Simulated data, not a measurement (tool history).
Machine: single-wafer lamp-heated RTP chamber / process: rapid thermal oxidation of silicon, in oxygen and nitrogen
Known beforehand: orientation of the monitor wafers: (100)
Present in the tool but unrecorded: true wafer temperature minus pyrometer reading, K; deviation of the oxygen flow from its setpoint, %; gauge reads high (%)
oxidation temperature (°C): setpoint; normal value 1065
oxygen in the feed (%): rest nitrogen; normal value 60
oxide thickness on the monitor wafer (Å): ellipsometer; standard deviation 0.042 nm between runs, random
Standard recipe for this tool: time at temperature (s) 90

run     day  oxidation temperature (°C)  time at temperature (s)  oxygen in the feed (%)  wafers since the last listed run  wafers since the last pyrometer calibration  hours since the oxygen flow controller was replaced  hours since the gauge calibration  read-back reference wafer on the same gauge, thickness  oxide thickness on the monitor wafer (Å)
  1       0                        1065                       90                      60                                 0                                         2749                                                 2677                              557.2                                                  11.796                                    103.14
  2   1.388                        1065                       90                      60                               329                                         3078                                               2710.3                              590.5                                                  11.784                                    104.42
  3   4.138                        1065                       90                      60                               652                                         3730                                               2776.3                              656.5                                                  11.803                                    104.16
  4   5.471                        1065                       90                      60                               316                                         4047                                               2808.3                              688.5                                                  11.791                                     104.9
  5   6.067                        1065                       90                      60                               141                                         4188                                               2822.6                              702.8                                                  11.806                                    104.51
  6   6.692                        1065                       90                      60                               148                                         4336                                               2837.6                              717.8                                                  11.802                                    104.77
  7   7.454                        1065                       90                      60                               180                                         4517                                               2855.9                              736.1                                                  11.792                                    104.97
  8   8.579                        1065                       90                      42                               266                                         4784                                               2882.9                              763.1                                                  11.793                                     92.65
  9   9.742                        1065                       90                      42                               275                                         5060                                               2910.8                                791                                                  11.805                                     91.67
 10  13.054                        1065                       90                      42                               785                                         5846                                               2990.3                              870.5                                                  11.812                                     92.77
     14.129  -- gauge calibrated
 11  14.429                        1065                       64                      52                               326                                         6172                                               3023.3                                7.2                                                  11.803                                     86.08
 12  15.612                        1065                       64                      52                               280                                         6453                                               3051.7                               35.6                                                  11.794                                     86.31
 13  16.433                        1065                       64                      52                               194                                         6648                                               3071.4                               55.3                                                  11.808                                      86.4
 14  17.871                        1065                       90                      60                               341                                         6989                                               3105.9                               89.8                                                   11.78                                    106.16
     19.188  -- pyrometer window cleaned and pyrometer calibrated
 15  21.671                        1044                       90                      60                               822                                          589                                               3197.1                                181                                                  11.799                                     90.32
 16  23.046                        1044                       90                      60                               326                                          915                                               3230.1                                214                                                  11.798                                     89.66
 17  23.762                        1044                       90                      60                               170                                         1085                                               3247.3                              231.2                                                  11.789                                     90.12
 18    24.9                        1065                       90                      76                               269                                         1355                                               3274.6                              258.5                                                   11.79                                    113.31
 19   25.55                        1053                      103                      78                               154                                         1509                                               3290.2                              274.1                                                  11.793                                    111.64
 20  27.004                        1065                       90                      42                               344                                         1854                                               3325.1                                309                                                  11.794                                     91.58
 21  28.075                        1045                      112                      60                               254                                         2108                                               3350.8                              334.7                                                  11.798                                    100.09
 22  28.996                        1044                      121                      86                               218                                         2327                                               3372.9                              356.8                                                  11.789                                    117.88
 23   29.65                        1065                       90                      60                               155                                         2482                                               3388.6                              372.5                                                  11.807                                    104.31
       30.3  -- oxygen flow controller replaced
 24  30.396                        1051                       90                      60                                97                                         2580                                                  2.3                              390.4                                                  11.785                                     94.47
 25  31.196                        1065                       90                      60                               189                                         2770                                                 21.5                              409.6                                                  11.799                                    104.62
 26  31.721                        1041                       90                      60                               124                                         2894                                                 34.1                              422.2                                                  11.792                                     88.02
 27  32.383                        1065                       90                      60                               157                                         3051                                                   50                              438.1                                                  11.791                                    104.22
 28   33.15                        1077                       47                      60                               181                                         3233                                                 68.4                              456.5                                                  11.787                                     84.91
 29  33.988                        1090                       75                      78                               198                                         3432                                                 88.5                              476.6                                                  11.796                                     124.5
 30  34.796                        1065                       90                      60                               191                                         3624                                                107.9                                496                                                  11.807                                    104.34
 31  36.033                        1065                       90                      60                               293                                         3917                                                137.6                              525.7                                                  11.792                                    105.15
 32  36.575                        1082                       77                      43                               128                                         4046                                                150.6                              538.7                                                  11.799                                     97.06
 33  37.467                        1085                       90                      60                               211                                         4257                                                  172                              560.1                                                  11.816                                    118.78
 34  38.729                        1065                      102                      46                               299                                         4557                                                202.3                              590.4                                                  11.798                                    101.43
 35  39.842                        1042                       90                      37                               263                                         4821                                                  229                              617.1                                                  11.794                                     75.67
 36  40.417                        1055                       90                      60                               136                                         4957                                                242.8                              630.9                                                  11.803                                     98.33
 37  41.025                        1078                       90                      81                               144                                         5101                                                257.4                              645.5                                                  11.796                                    128.22

Hidden condition of the tool, last listed run before each entry between runs versus first listed run after:
From run 10 to run 11: gauge calibrated (day 14.129)
  true wafer temperature minus pyrometer reading, K: 3.43 -> 3.76
  measured less the result without the state, oxide thickness on the monitor wafer (Å): +2.09 -> +2.12
From run 14 to run 15: pyrometer window cleaned and pyrometer calibrated (day 19.188)
  true wafer temperature minus pyrometer reading, K: 4.69 -> 0.946
  measured less the result without the state, oxide thickness on the monitor wafer (Å): +3.27 -> +0.59
From run 23 to run 24: oxygen flow controller replaced (day 30.3)
  true wafer temperature minus pyrometer reading, K: 1.45 -> 1.52
  measured less the result without the state, oxide thickness on the monitor wafer (Å): +1 -> +0.98

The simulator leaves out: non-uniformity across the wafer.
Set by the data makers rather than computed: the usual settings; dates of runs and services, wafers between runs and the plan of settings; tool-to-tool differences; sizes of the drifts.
